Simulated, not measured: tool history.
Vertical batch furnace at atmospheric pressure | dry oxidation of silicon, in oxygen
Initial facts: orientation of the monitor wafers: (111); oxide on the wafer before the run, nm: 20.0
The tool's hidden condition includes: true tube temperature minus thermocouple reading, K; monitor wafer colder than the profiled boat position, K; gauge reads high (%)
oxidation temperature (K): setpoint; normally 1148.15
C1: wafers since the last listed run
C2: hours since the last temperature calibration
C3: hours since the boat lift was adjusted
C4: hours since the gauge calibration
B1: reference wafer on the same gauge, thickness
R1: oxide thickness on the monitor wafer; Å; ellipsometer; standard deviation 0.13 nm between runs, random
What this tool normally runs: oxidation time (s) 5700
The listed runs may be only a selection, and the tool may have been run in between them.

{"run": 1, "day": 0.0, "oxidation temperature (K)": 1141.15, "oxidation time (s)": 5700, "C1": 0, "C2": 385.6, "C3": 4275.1, "C4": 1916.8, "B1": 43.4, "R1": 357.0}
{"run": 2, "day": 2.671, "oxidation temperature (K)": 1148.15, "oxidation time (s)": 5700, "C1": 1046, "C2": 449.7, "C3": 4339.2, "C4": 1980.9, "B1": 43.37, "R1": 375.6}
{"run": 3, "day": 6.383, "oxidation temperature (K)": 1143.15, "oxidation time (s)": 5700, "C1": 1454, "C2": 538.8, "C3": 4428.3, "C4": 2070.0, "B1": 43.39, "R1": 362.5}
{"run": 4, "day": 8.129, "oxidation temperature (K)": 1143.15, "oxidation time (s)": 5700, "C1": 683, "C2": 580.7, "C3": 4470.2, "C4": 2111.9, "B1": 43.37, "R1": 364.3}
{"run": 5, "day": 10.367, "oxidation temperature (K)": 1143.15, "oxidation time (s)": 5700, "C1": 876, "C2": 634.4, "C3": 4523.9, "C4": 2165.6, "B1": 43.41, "R1": 363.1}
{"run": 6, "day": 12.938, "oxidation temperature (K)": 1148.15, "oxidation time (s)": 5700, "C1": 1006, "C2": 696.1, "C3": 4585.6, "C4": 2227.3, "B1": 43.4, "R1": 376.0}
{"run": 7, "day": 16.408, "oxidation temperature (K)": 1148.15, "oxidation time (s)": 5700, "C1": 1359, "C2": 779.4, "C3": 4668.9, "C4": 2310.6, "B1": 43.39, "R1": 376.0}
{"run": 8, "day": 20.871, "oxidation temperature (K)": 1148.15, "oxidation time (s)": 5700, "C1": 1747, "C2": 886.5, "C3": 4776.0, "C4": 2417.7, "B1": 43.43, "R1": 376.5}
{"run": 9, "day": 25.288, "oxidation temperature (K)": 1148.15, "oxidation time (s)": 5700, "C1": 1729, "C2": 992.5, "C3": 4882.0, "C4": 2523.7, "B1": 43.41, "R1": 377.3}
{"run": 10, "day": 28.25, "oxidation temperature (K)": 1148.15, "oxidation time (s)": 5700, "C1": 1160, "C2": 1063.6, "C3": 4953.1, "C4": 2594.8, "B1": 43.41, "R1": 375.5}
{"run": 11, "day": 32.483, "oxidation temperature (K)": 1148.15, "oxidation time (s)": 5700, "C1": 1657, "C2": 1165.2, "C3": 5054.7, "C4": 2696.4, "B1": 43.41, "R1": 376.4}
{"run": 12, "day": 34.712, "oxidation temperature (K)": 1131.15, "oxidation time (s)": 6870, "C1": 873, "C2": 1218.7, "C3": 5108.2, "C4": 2749.9, "B1": 43.42, "R1": 366.9}
{"run": 13, "day": 36.938, "oxidation temperature (K)": 1131.15, "oxidation time (s)": 6870, "C1": 871, "C2": 1272.1, "C3": 5161.6, "C4": 2803.3, "B1": 43.41, "R1": 364.4}
{"run": 14, "day": 39.217, "oxidation temperature (K)": 1148.15, "oxidation time (s)": 5700, "C1": 892, "C2": 1326.8, "C3": 5216.3, "C4": 2858.0, "B1": 43.38, "R1": 378.6}
{"run": 15, "day": 43.017, "oxidation temperature (K)": 1148.15, "oxidation time (s)": 5700, "C1": 1488, "C2": 1418.0, "C3": 5307.5, "C4": 2949.2, "B1": 43.43, "R1": 376.4}
{"run": 16, "day": 45.138, "oxidation temperature (K)": 1148.15, "oxidation time (s)": 5700, "C1": 830, "C2": 1468.9, "C3": 5358.4, "C4": 3000.1, "B1": 43.42, "R1": 376.5}
{"run": 17, "day": 47.296, "oxidation temperature (K)": 1148.15, "oxidation time (s)": 5700, "C1": 845, "C2": 1520.7, "C3": 5410.2, "C4": 3051.9, "B1": 43.4, "R1": 378.9}
{"run": 18, "day": 50.375, "oxidation temperature (K)": 1148.15, "oxidation time (s)": 5700, "C1": 1205, "C2": 1594.6, "C3": 5484.1, "C4": 3125.8, "B1": 43.39, "R1": 379.8}
{"day": 54.6, "done": "boat lift adjusted"}
{"run": 19, "day": 54.621, "oxidation temperature (K)": 1135.15, "oxidation time (s)": 8070, "C1": 1271, "C2": 1696.5, "C3": 0.5, "C4": 3227.7, "B1": 43.4, "R1": 407.2}
{"run": 20, "day": 57.512, "oxidation temperature (K)": 1129.15, "oxidation time (s)": 5700, "C1": 1132, "C2": 1765.9, "C3": 69.9, "C4": 3297.1, "B1": 43.4, "R1": 336.5}
{"run": 21, "day": 59.238, "oxidation temperature (K)": 1156.15, "oxidation time (s)": 3510, "C1": 675, "C2": 1807.3, "C3": 111.3, "C4": 3338.5, "B1": 43.39, "R1": 325.1}
{"run": 22, "day": 61.562, "oxidation temperature (K)": 1148.15, "oxidation time (s)": 5700, "C1": 910, "C2": 1863.1, "C3": 167.1, "C4": 3394.3, "B1": 43.4, "R1": 381.7}
{"run": 23, "day": 65.604, "oxidation temperature (K)": 1134.15, "oxidation time (s)": 6930, "C1": 1582, "C2": 1960.1, "C3": 264.1, "C4": 3491.3, "B1": 43.4, "R1": 378.5}
{"run": 24, "day": 69.775, "oxidation temperature (K)": 1148.15, "oxidation time (s)": 5700, "C1": 1633, "C2": 2060.2, "C3": 364.2, "C4": 3591.4, "B1": 43.39, "R1": 382.4}
{"run": 25, "day": 72.658, "oxidation temperature (K)": 1148.15, "oxidation time (s)": 5700, "C1": 1129, "C2": 2129.4, "C3": 433.4, "C4": 3660.6, "B1": 43.4, "R1": 381.6}
{"day": 75.471, "done": "thermocouples replaced and temperature profile calibrated"}
{"day": 77.788, "done": "gauge calibrated"}
{"run": 26, "day": 82.908, "oxidation temperature (K)": 1148.15, "oxidation time (s)": 5700, "C1": 3622, "C2": 178.5, "C3": 679.4, "C4": 122.9, "B1": 43.43, "R1": 374.4}
{"run": 27, "day": 85.204, "oxidation temperature (K)": 1148.15, "oxidation time (s)": 7530, "C1": 899, "C2": 233.6, "C3": 734.5, "C4": 178.0, "B1": 43.39, "R1": 426.7}
{"run": 28, "day": 87.562, "oxidation temperature (K)": 1160.15, "oxidation time (s)": 5700, "C1": 923, "C2": 290.2, "C3": 791.1, "C4": 234.6, "B1": 43.4, "R1": 408.7}
{"run": 29, "day": 89.517, "oxidation temperature (K)": 1161.15, "oxidation time (s)": 3030, "C1": 765, "C2": 337.1, "C3": 838.0, "C4": 281.5, "B1": 43.41, "R1": 312.1}
{"run": 30, "day": 91.2, "oxidation temperature (K)": 1148.15, "oxidation time (s)": 5700, "C1": 659, "C2": 377.5, "C3": 878.4, "C4": 321.9, "B1": 43.36, "R1": 375.2}
{"run": 31, "day": 95.133, "oxidation temperature (K)": 1134.15, "oxidation time (s)": 6930, "C1": 1540, "C2": 471.9, "C3": 972.8, "C4": 416.3, "B1": 43.41, "R1": 370.7}
{"run": 32, "day": 99.188, "oxidation temperature (K)": 1160.15, "oxidation time (s)": 7860, "C1": 1587, "C2": 569.2, "C3": 1070.1, "C4": 513.6, "B1": 43.4, "R1": 480.4}
{"run": 33, "day": 101.662, "oxidation temperature (K)": 1159.15, "oxidation time (s)": 8250, "C1": 969, "C2": 628.6, "C3": 1129.5, "C4": 573.0, "B1": 43.41, "R1": 487.9}
{"run": 34, "day": 109.579, "oxidation temperature (K)": 1148.15, "oxidation time (s)": 5700, "C1": 3100, "C2": 818.6, "C3": 1319.5, "C4": 763.0, "B1": 43.4, "R1": 377.1}
{"run": 35, "day": 114.004, "oxidation temperature (K)": 1160.15, "oxidation time (s)": 8040, "C1": 1733, "C2": 924.8, "C3": 1425.7, "C4": 869.2, "B1": 43.37, "R1": 484.9}
{"run": 36, "day": 118.288, "oxidation temperature (K)": 1129.15, "oxidation time (s)": 8490, "C1": 1677, "C2": 1027.6, "C3": 1528.5, "C4": 972.0, "B1": 43.4, "R1": 393.0}
{"run": 37, "day": 120.054, "oxidation temperature (K)": 1133.15, "oxidation time (s)": 7350, "C1": 691, "C2": 1070.0, "C3": 1570.9, "C4": 1014.4, "B1": 43.38, "R1": 379.9}
{"run": 38, "day": 122.392, "oxidation temperature (K)": 1127.15, "oxidation time (s)": 4680, "C1": 915, "C2": 1126.1, "C3": 1627.0, "C4": 1070.5, "B1": 43.38, "R1": 305.0}

Hidden condition of the tool, last listed run before each entry between runs versus first listed run after:
Between runs 18 and 19: boat lift adjusted (day 54.600)
  true tube temperature minus thermocouple reading, K: 2.01 -> 2.21
  the result without the hidden state subtracted from the measured one, R1: +5.1 -> +6.5 Å
Between runs 25 and 26: thermocouples replaced and temperature profile calibrated (day 75.471); gauge calibrated (day 77.788)
  true tube temperature minus thermocouple reading, K: 3.21 -> 0.158
  the result without the hidden state subtracted from the measured one, R1: +8.2 -> +0.4 Å
